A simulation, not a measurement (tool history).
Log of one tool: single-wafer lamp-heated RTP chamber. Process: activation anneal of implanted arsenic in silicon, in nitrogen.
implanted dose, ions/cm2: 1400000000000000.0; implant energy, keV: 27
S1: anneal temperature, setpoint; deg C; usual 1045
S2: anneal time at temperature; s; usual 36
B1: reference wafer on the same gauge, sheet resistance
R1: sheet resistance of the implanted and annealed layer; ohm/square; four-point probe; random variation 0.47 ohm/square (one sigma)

Run 1, hour 0.0: usual settings; B1 102.17. Result: R1 91.20 ohm/square.
Run 2, hour 22.1: usual settings; B1 102.44. Result: R1 91.55 ohm/square.
Run 3, hour 41.8: usual settings; B1 102.51. Result: R1 92.14 ohm/square.
Run 4, hour 66.3: usual settings; B1 102.71. Result: R1 93.28 ohm/square.
Run 5, hour 88.5: usual settings; B1 102.91. Result: R1 92.60 ohm/square.
Run 6, hour 114.7: usual settings; B1 102.97. Result: R1 93.39 ohm/square.
Run 7, hour 144.8: usual settings; B1 103.06. Result: R1 92.79 ohm/square.
Run 8, hour 168.8: usual settings but S1 1032 deg C, S2 23 s; B1 103.15. Result: R1 99.12 ohm/square.
Run 9, hour 193.3: usual settings but S1 1032 deg C, S2 23 s; B1 103.30. Result: R1 100.40 ohm/square.
Run 10, hour 225.6: usual settings but S1 1032 deg C, S2 23 s; B1 103.40. Result: R1 100.34 ohm/square.
At hour 254.2: reflector plate cleaned.
Run 11, hour 254.7: usual settings but S1 1035 deg C, S2 24 s; B1 103.37. Result: R1 98.97 ohm/square.
Run 12, hour 272.2: usual settings but S2 23 s; B1 103.47. Result: R1 97.83 ohm/square.
Run 13, hour 293.7: usual settings but S2 23 s; B1 103.51. Result: R1 96.12 ohm/square.
Run 14, hour 321.8: usual settings but S2 23 s; B1 103.50. Result: R1 97.48 ohm/square.
Run 15, hour 339.9: usual settings; B1 103.44. Result: R1 93.53 ohm/square.

Run 16 comes next. What will it give?
At hour 385.7: gauge calibrated.
At hour 419.5: pyrometer window cleaned and pyrometer calibrated.
Run 16, hour 444.0: usual settings; B1 ?. Result: R1 ?.

B1: 102.71
R1: 91.75 ohm/square
Without the tool's hidden state the same run would have given R1 91.12 ohm/square.
